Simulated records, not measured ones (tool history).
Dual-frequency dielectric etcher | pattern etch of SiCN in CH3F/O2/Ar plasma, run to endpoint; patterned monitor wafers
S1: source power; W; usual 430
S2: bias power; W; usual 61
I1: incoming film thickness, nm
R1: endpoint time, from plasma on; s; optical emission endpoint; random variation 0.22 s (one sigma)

run 1 hour=0.0 | S1=430 S2=61 | I1=11.36 | R1=29.0
run 2 hour=8.7 | S1=430 S2=65 | I1=11.24 | R1=28.1
run 3 hour=15.6 | S1=430 S2=61 | I1=11.42 | R1=29.2
run 4 hour=33.4 | S1=430 S2=61 | I1=11.31 | R1=29.0
run 5 hour=42.8 | S1=430 S2=61 | I1=11.35 | R1=28.9
run 6 hour=49.5 | S1=430 S2=61 | I1=11.28 | R1=28.9
-- hour=58.0 bias power generator calibrated
run 7 hour=63.0 | S1=430 S2=61 | I1=11.28 | R1=28.9
run 8 hour=75.6 | S1=430 S2=61 | I1=11.33 | R1=29.0
run 9 hour=93.0 | S1=430 S2=53 | I1=11.27 | R1=30.3
run 10 hour=108.2 | S1=430 S2=53 | I1=11.29 | R1=30.2
run 11 hour=133.0 | S1=490 S2=69 | I1=11.25 | R1=27.4
run 12 hour=141.4 | S1=490 S2=69 | I1=11.26 | R1=26.9
run 13 hour=147.6 | S1=430 S2=61 | I1=11.24 | R1=28.8
run 14 hour=182.2 | S1=430 S2=61 | I1=11.27 | R1=28.8
run 15 hour=200.1 | S1=470 S2=57 | I1=11.24 | R1=28.8
run 16 hour=214.1 | S1=430 S2=57 | I1=11.31 | R1=30.1
run 17 hour=224.0 | S1=510 S2=52 | I1=11.29 | R1=29.6
run 18 hour=231.5 | S1=430 S2=72 | I1=11.37 | R1=27.8
-- hour=256.8 source power generator calibrated
-- hour=266.5 wet clean of the chamber
run 19 hour=267.0 | S1=530 S2=65 | I1=11.39 | R1=27.5
run 20 hour=267.3 | S1=430 S2=50 | I1=11.38 | R1=31.3
run 21 hour=270.2 | S1=430 S2=61 | I1=11.29 | R1=29.2
-- hour=302.3 upper electrode replaced
run 22 hour=302.8 | S1=430 S2=66 | I1=11.35 | R1=28.2
run 23 hour=303.1 | S1=430 S2=61 | I1=11.25 | R1=28.9
run 24 hour=313.5 | S1=430 S2=49 | I1=11.27 | R1=31.1
run 25 hour=320.7 | S1=470 S2=69 | I1=11.36 | R1=27.3
run 26 hour=333.1 | S1=470 S2=49 | I1=11.31 | R1=30.1
run 27 hour=341.7 | S1=350 S2=75 | I1=11.30 | R1=27.6
run 28 hour=356.2 | S1=480 S2=75 | I1=11.31 | R1=26.2
run 29 hour=374.1 | S1=360 S2=73 | I1=11.36 | R1=28.1
run 30 hour=383.5 | S1=540 S2=61 | I1=11.29 | R1=27.6
run 31 hour=394.0 | S1=490 S2=73 | I1=11.29 | R1=26.4
run 32 hour=403.5 | S1=330 S2=61 | I1=11.30 | R1=30.3
run 33 hour=416.3 | S1=430 S2=61 | I1=11.33 | R1=29.3
run 34 hour=434.2 | S1=430 S2=52 | I1=11.44 | R1=30.5
run 35 hour=448.8 | S1=330 S2=49 | I1=11.20 | R1=32.3
run 36 hour=462.3 | S1=430 S2=65 | I1=11.23 | R1=28.1
run 37 hour=469.4 | S1=430 S2=65 | I1=11.32 | R1=28.3

Forecast each of these 3 alternatives for the next run:
run A hour=469.8 | S1=430 S2=61 | I1=11.35 | R1=?
run B hour=469.8 | S1=430 S2=67 | I1=11.35 | R1=?
run C hour=469.8 | S1=340 S2=61 | I1=11.35 | R1=?

run=A R1=28.9
run=B R1=28.0
run=C R1=30.1
Without the tool's hidden state the same runs would have given:
run=A R1=28.9
run=B R1=28.0
run=C R1=30.1
